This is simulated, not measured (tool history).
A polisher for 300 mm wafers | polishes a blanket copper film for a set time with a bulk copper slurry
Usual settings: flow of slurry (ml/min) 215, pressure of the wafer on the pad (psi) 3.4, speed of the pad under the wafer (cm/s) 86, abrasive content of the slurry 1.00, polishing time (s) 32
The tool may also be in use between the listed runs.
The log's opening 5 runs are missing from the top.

run	hour	flow of slurry (ml/min)	pressure of the wafer on the pad (psi)	speed of the pad under the wafer (cm/s)	abrasive content of the slurry	polishing time (s)	wafers since the last listed run	wafers polished on this pad	hours since the slurry nozzle was cleaned	hours since the head pressure was calibrated	hours since the slurry blender was calibrated	incoming thickness of the incoming film, nm	film removed (nm)
# hour 201.1: slurry blender recalibrated
6	210.4	215	3.4	86	1.00	32	336	1511	95.6	117.8	9.3	4760.9	330.2
7	281.4	215	3.4	86	1.00	32	958	2470	166.6	188.8	80.3	4831.9	325.5
8	341.3	215	3.4	86	1.00	32	808	3279	226.5	248.7	140.2	4731.6	309.3
# hour 373.5: worn pad replaced by a new one, of another model than before
9	402.3	215	3.4	86	1.00	32	769	388	287.5	309.7	201.2	4830.4	337.8
# hour 429.7: head pressure recalibrated
10	464.3	215	3.4	86	1.00	32	810	1198	349.5	34.6	263.2	4824.6	333.3
11	511.5	270	3.4	86	1.00	32	637	1835	396.7	81.8	310.4	4837.2	335.2
12	559.1	270	3.4	86	1.00	32	642	2478	444.3	129.4	358.0	4764.5	322.9
13	591.5	270	3.4	86	1.00	32	437	2915	476.7	161.8	390.4	4798.0	326.8
# hour 625.1: slurry blender recalibrated
14	641.5	215	3.4	86	1.00	32	648	3563	526.7	211.8	16.4	4759.5	306.8
15	671.7	215	3.4	86	1.00	32	407	3971	556.9	242.0	46.6	4740.8	302.5
# hour 690.9: slurry nozzle cleaned
# hour 696.5: worn pad replaced by a new one
# hour 713.6: head pressure recalibrated
16	733.3	215	3.4	86	1.00	32	737	470	42.4	19.7	108.2	4770.0	343.8
17	793.0	240	3.4	66	0.90	27	806	1276	102.1	79.4	167.9	4764.1	248.8
18	818.0	215	3.4	86	0.85	29	337	1614	127.1	104.4	192.9	4748.7	293.9
19	852.7	215	3.4	86	1.00	32	468	2082	161.8	139.1	227.6	4744.0	331.5
20	912.5	150	3.4	86	0.70	32	807	2889	221.6	198.9	287.4	4766.2	283.0
21	943.2	275	3.4	64	1.00	32	414	3304	252.3	229.6	318.1	4687.9	283.3
22	972.5	215	2.5	116	1.10	26	395	3700	281.6	258.9	347.4	4861.6	255.9
# hour 995.3: head pressure recalibrated
# hour 1013.7: worn pad replaced by a new one
# hour 1023.9: slurry blender recalibrated
23	1025.0	190	3.4	86	1.00	36	600	125	334.1	29.7	1.1	4765.2	384.0
24	1093.4	170	4.5	86	1.00	37	923	1049	402.5	98.1	69.5	4822.7	430.0
25	1128.8	215	3.4	86	1.00	32	477	1527	437.9	133.5	104.9	4752.0	327.8
26	1166.9	215	3.4	86	1.15	32	514	2041	476.0	171.6	143.0	4787.9	331.9
27	1236.3	215	2.3	86	0.85	32	937	2978	545.4	241.0	212.4	4686.0	246.7
# hour 1251.1: slurry nozzle cleaned
# hour 1293.7: worn pad replaced by a new one
28	1294.2	215	2.7	86	0.70	36	714	6	43.1	298.9	270.3	4767.3	326.1
# hour 1315.0: head pressure recalibrated
29	1337.7	215	3.9	108	1.20	42	560	566	86.6	22.7	313.8	4807.6	553.8
30	1380.3	275	4.6	86	1.00	32	575	1141	129.2	65.3	356.4	4724.8	409.0

4 ways to go on from here, each from the tool as it stands after run 30. What would each give?
A	1380.7	280	3.4	86	1.00	32	5	1147	129.6	65.7	356.8	4723.4	?
B	1380.7	245	2.7	58	1.00	32	5	1147	129.6	65.7	356.8	4723.4	?
C	1380.7	215	3.4	86	1.10	32	5	1147	129.6	65.7	356.8	4723.4	?
D	1380.7	215	4.1	86	1.00	32	5	1147	129.6	65.7	356.8	4723.4	?

run	film removed (nm)
A	346.0
B	259.1
C	342.1
D	371.7
Take away the tool's hidden state, keep each run's random variation, and the runs would have read:
run	film removed (nm)
A	361.1
B	270.4
C	357.1
D	388.0
